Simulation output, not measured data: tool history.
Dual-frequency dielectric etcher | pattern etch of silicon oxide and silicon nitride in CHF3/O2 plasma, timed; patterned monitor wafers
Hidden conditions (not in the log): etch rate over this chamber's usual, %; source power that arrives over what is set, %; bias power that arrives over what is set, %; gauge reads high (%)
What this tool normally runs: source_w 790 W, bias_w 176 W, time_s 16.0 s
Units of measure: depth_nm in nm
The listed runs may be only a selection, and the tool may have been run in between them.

run	hour	source_w	bias_w	time_s	wafers since the last listed run	hours since the last wet clean	hours since the last source power generator calibration	hours since the last bias power generator calibration	hours since the last upper electrode change	hours since the gauge calibration	read-back reference wafer on the same gauge, depth_nm	depth_nm
1	0.0	790	165	16.0	0	22.2	2575.1	4853.8	3280.1	1103.7	29.31	26.30
2	63.6	790	165	16.0	1279	85.8	2638.7	4917.4	3343.7	1167.3	29.30	26.35
3	113.2	790	176	18.0	997	135.4	2688.3	4967.0	3393.3	1216.9	29.29	30.55
# hour 196.5: bias power generator calibrated
4	220.8	790	176	18.0	2084	243.0	2795.9	24.3	3500.9	1324.5	29.27	31.40
# hour 292.0: upper electrode replaced
5	292.5	790	176	16.0	959	314.7	2867.6	96.0	0.5	1396.2	29.25	27.78
6	375.5	790	176	16.0	1669	397.7	2950.6	179.0	83.5	1479.2	29.27	27.85
7	432.5	790	176	16.0	1146	454.7	3007.6	236.0	140.5	1536.2	29.29	27.76
8	469.4	640	161	11.5	742	491.6	3044.5	272.9	177.4	1573.1	29.30	17.66
# hour 695.5: wet clean of the chamber
9	773.3	790	208	16.0	5631	77.8	3348.4	576.8	481.3	1877.0	29.29	30.03
10	842.9	790	176	16.0	1400	147.4	3418.0	646.4	550.9	1946.6	29.31	27.87
11	917.9	790	146	13.5	1509	222.4	3493.0	721.4	625.9	2021.6	29.31	21.51
12	973.1	900	195	13.5	1110	277.6	3548.2	776.6	681.1	2076.8	29.31	26.03
13	1030.8	660	176	16.0	1160	335.3	3605.9	834.3	738.8	2134.5	29.29	25.87
14	1111.4	790	176	16.0	1621	415.9	3686.5	914.9	819.4	2215.1	29.34	27.83
15	1233.1	880	176	16.0	2448	537.6	3808.2	1036.6	941.1	2336.8	29.29	29.04
16	1287.7	790	213	11.0	1098	592.2	3862.8	1091.2	995.7	2391.4	29.33	20.76
# hour 1318.2: gauge calibrated
17	1376.0	960	210	14.5	1776	680.5	3951.1	1179.5	1084.0	57.8	29.34	29.66
18	1416.7	700	159	16.0	818	721.2	3991.8	1220.2	1124.7	98.5	29.27	25.47

Expected results for the next run?
# hour 1458.1: wet clean of the chamber
# hour 1468.8: source power generator calibrated
19	1483.0	720	176	18.0	770	24.9	14.2	1286.5	1191.0	164.8	?	?

read-back reference wafer on the same gauge, depth_nm: 29.32
depth_nm: 29.87 nm
With the hidden condition absent and the run-to-run variation left alone, this run would have shown depth_nm 30.06 nm.
